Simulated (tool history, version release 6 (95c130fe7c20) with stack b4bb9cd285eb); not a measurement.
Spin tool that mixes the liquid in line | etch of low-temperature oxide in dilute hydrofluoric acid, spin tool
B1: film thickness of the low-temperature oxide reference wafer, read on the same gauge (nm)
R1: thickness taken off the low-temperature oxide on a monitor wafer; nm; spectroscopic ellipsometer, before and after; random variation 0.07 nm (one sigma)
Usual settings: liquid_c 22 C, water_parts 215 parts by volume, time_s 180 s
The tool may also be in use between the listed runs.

Run 1, day 0: usual settings; B1 129.98. Result: R1 8.27 nm.
Run 2, day 9.846: usual settings; B1 130.02. Result: R1 8.12 nm.
Run 3, day 11.688: usual settings; B1 130.03. Result: R1 8.14 nm.
Run 4, day 14.621: usual settings; B1 130.01. Result: R1 8.2 nm.
Run 5, day 18.488: usual settings; B1 129.98. Result: R1 7.98 nm.
Run 6, day 21.067: usual settings; B1 130.02. Result: R1 8.05 nm.
Run 7, day 22.6: usual settings but liquid_c 24 C, time_s 155 s; B1 129.99. Result: R1 7.41 nm.
Run 8, day 26.742: usual settings; B1 129.99. Result: R1 8.09 nm.
Run 9, day 29.342: usual settings; B1 129.99. Result: R1 8.1 nm.
Run 10, day 31.029: usual settings; B1 130.01. Result: R1 8.11 nm.
Run 11, day 34.688: usual settings but water_parts 295 parts by volume, time_s 260 s; B1 130.02. Result: R1 7.8 nm.
At day 34.821: gauge calibrated.
Run 12, day 38.55: usual settings but liquid_c 19.5 C; B1 130.02. Result: R1 7.22 nm.
Run 13, day 40.946: usual settings but liquid_c 19.5 C; B1 130.03. Result: R1 7.31 nm.
At day 41.171: thermometer replaced.
Run 14, day 42.738: usual settings but liquid_c 18.5 C, time_s 90 s; B1 130. Result: R1 3.48 nm.
Run 15, day 44.242: usual settings; B1 130.01. Result: R1 7.92 nm.
Run 16, day 48.042: usual settings but liquid_c 25 C, time_s 280 s; B1 129.95. Result: R1 13.73 nm.
At day 49.858: hydrofluoric acid flow meter replaced.
Run 17, day 50.633: usual settings but time_s 150 s; B1 130. Result: R1 6.85 nm.
Run 18, day 55.021: usual settings but liquid_c 26 C, water_parts 280 parts by volume, time_s 90 s; B1 130.02. Result: R1 3.4 nm.
Run 19, day 57.175: usual settings but water_parts 260 parts by volume, time_s 115 s; B1 130.01. Result: R1 4.08 nm.
Run 20, day 61.4: usual settings but liquid_c 26 C, water_parts 305 parts by volume, time_s 120 s; B1 129.98. Result: R1 4.06 nm.
Run 21, day 63.712: usual settings but liquid_c 17.5 C, water_parts 175 parts by volume, time_s 280 s; B1 129.99. Result: R1 13.51 nm.
Run 22, day 67.908: usual settings but liquid_c 20.5 C, water_parts 290 parts by volume, time_s 135 s; B1 130.02. Result: R1 4.04 nm.
Run 23, day 71.3: usual settings but time_s 120 s; B1 129.99. Result: R1 5.43 nm.
Run 24, day 73.904: usual settings but liquid_c 24.5 C, water_parts 110 parts by volume; B1 130.01. Result: R1 19.77 nm.
Run 25, day 75.871: usual settings; B1 129.99. Result: R1 8.06 nm.
Run 26, day 79.217: usual settings but time_s 125 s; B1 130.02. Result: R1 5.57 nm.

Forecast each of these 5 alternatives for the next run:
Run A, day 79.238: usual settings but liquid_c 20 C; B1 ?. Result: R1 ?.
Run B, day 79.238: usual settings but water_parts 130 parts by volume, time_s 210 s; B1 ?. Result: R1 ?.
Run C, day 79.238: usual settings but liquid_c 24 C, water_parts 130 parts by volume, time_s 90 s; B1 ?. Result: R1 ?.
Run D, day 79.238: usual settings but water_parts 300 parts by volume, time_s 280 s; B1 ?. Result: R1 ?.
Run E, day 79.238: usual settings but liquid_c 18 C; B1 ?. Result: R1 ?.

run   B1     R1
  A  130   7.42
  B  130  16.93
  C  130   7.84
  D  130   8.21
  E  130   6.87
Without the tool's hidden state the same runs would have given:
run     R1
  A   7.61
  B  17.34
  C   8.04
  D   8.43
  E   7.05
